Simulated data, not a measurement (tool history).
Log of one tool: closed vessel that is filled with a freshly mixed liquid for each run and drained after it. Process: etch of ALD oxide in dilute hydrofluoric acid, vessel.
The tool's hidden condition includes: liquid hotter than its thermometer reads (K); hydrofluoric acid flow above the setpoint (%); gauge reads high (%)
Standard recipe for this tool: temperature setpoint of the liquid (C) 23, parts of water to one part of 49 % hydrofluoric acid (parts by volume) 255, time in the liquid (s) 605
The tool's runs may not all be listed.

run   hour  temperature setpoint of the liquid (C)  parts of water to one part of 49 % hydrofluoric acid (parts by volume)  time in the liquid (s)  wafers since the last listed run  hours since the thermometer was replaced  hours since the hydrofluoric acid flow meter was replaced  hours since the gauge calibration  read-back film thickness of the ALD oxide reference wafer, read on the same gauge (nm)  thickness taken off the ALD oxide on a monitor wafer (nm)
  1      0                                      23                                                                     255                     605                                 0                                     843.3                                                      148.5                              862.3                                                                                     120                                                      41.39
  2   61.3                                      23                                                                     255                     605                              4751                                     904.6                                                      209.8                              923.6                                                                                     120                                                      41.35
  3   92.4                                    25.5                                                                     180                     605                              2410                                     935.7                                                      240.9                              954.7                                                                                     120                                                      70.73
     102.2  -- thermometer replaced
  4  134.1                                    25.5                                                                     180                     605                              3154                                      31.9                                                      282.6                              996.4                                                                                     120                                                      64.29
  5    185                                      23                                                                     340                     605                              3945                                      82.8                                                      333.5                             1047.3                                                                                  120.01                                                      26.99
  6  251.5                                      26                                                                     355                     605                              5154                                     149.3                                                        400                             1113.8                                                                                  120.01                                                      28.37
  7  277.9                                      26                                                                     355                     605                              2046                                     175.7                                                      426.4                             1140.2                                                                                     120                                                      28.61
  8  326.2                                      26                                                                     355                     605                              3743                                       224                                                      474.7                             1188.5                                                                                     120                                                      28.75
  9  355.3                                      27                                                                     155                     605                              2255                                     253.1                                                      503.8                             1217.6                                                                                     120                                                       84.6
 10  416.1                                      27                                                                     155                     605                              4712                                     313.9                                                      564.6                             1278.4                                                                                  119.99                                                      85.37
     453.5  -- gauge calibrated
 11  465.9                                      23                                                                     255                     430                              3860                                     363.7                                                      614.4                               12.4                                                                                     120                                                      29.25
 12  510.3                                      23                                                                     255                     430                              3441                                     408.1                                                      658.8                               56.8                                                                                  119.99                                                         29
 13  540.3                                      23                                                                     255                     605                              2325                                     438.1                                                      688.8                               86.8                                                                                  120.01                                                      41.13
 14  599.1                                      23                                                                     255                     605                              4557                                     496.9                                                      747.6                              145.6                                                                                  120.02                                                      42.04
 15  636.2                                      23                                                                     255                     605                              2875                                       534                                                      784.7                              182.7                                                                                  120.01                                                      41.53
 16  688.6                                    27.5                                                                     180                     710                              4061                                     586.4                                                      837.1                              235.1                                                                                     120                                                      90.25
 17  720.9                                    26.5                                                                     190                     890                              2503                                     618.7                                                      869.4                              267.4                                                                                  119.99                                                      101.7
 18  783.9                                    19.5                                                                     185                     450                              4883                                     681.7                                                      932.4                              330.4                                                                                     120                                                       41.1
 19  824.3                                      26                                                                     140                     310                              3131                                     722.1                                                      972.8                              370.8                                                                                  119.99                                                      50.35
 20  860.3                                    27.5                                                                     140                     705                              2790                                     758.1                                                     1008.8                              406.8                                                                                     120                                                     120.62

Expected results for the next run?
 21  891.7                                      27                                                                     255                     605                              2433                                     789.5                                                     1040.2                              438.2                                                                                       ?                                                          ?

For run 21 the tool returned read-back film thickness of the ALD oxide reference wafer, read on the same gauge (nm) 120.01, thickness taken off the ALD oxide on a monitor wafer (nm) 50.29.
Were there no unlogged condition in the tool, this run, its random variation unchanged, would have produced thickness taken off the ALD oxide on a monitor wafer (nm) 43.67.

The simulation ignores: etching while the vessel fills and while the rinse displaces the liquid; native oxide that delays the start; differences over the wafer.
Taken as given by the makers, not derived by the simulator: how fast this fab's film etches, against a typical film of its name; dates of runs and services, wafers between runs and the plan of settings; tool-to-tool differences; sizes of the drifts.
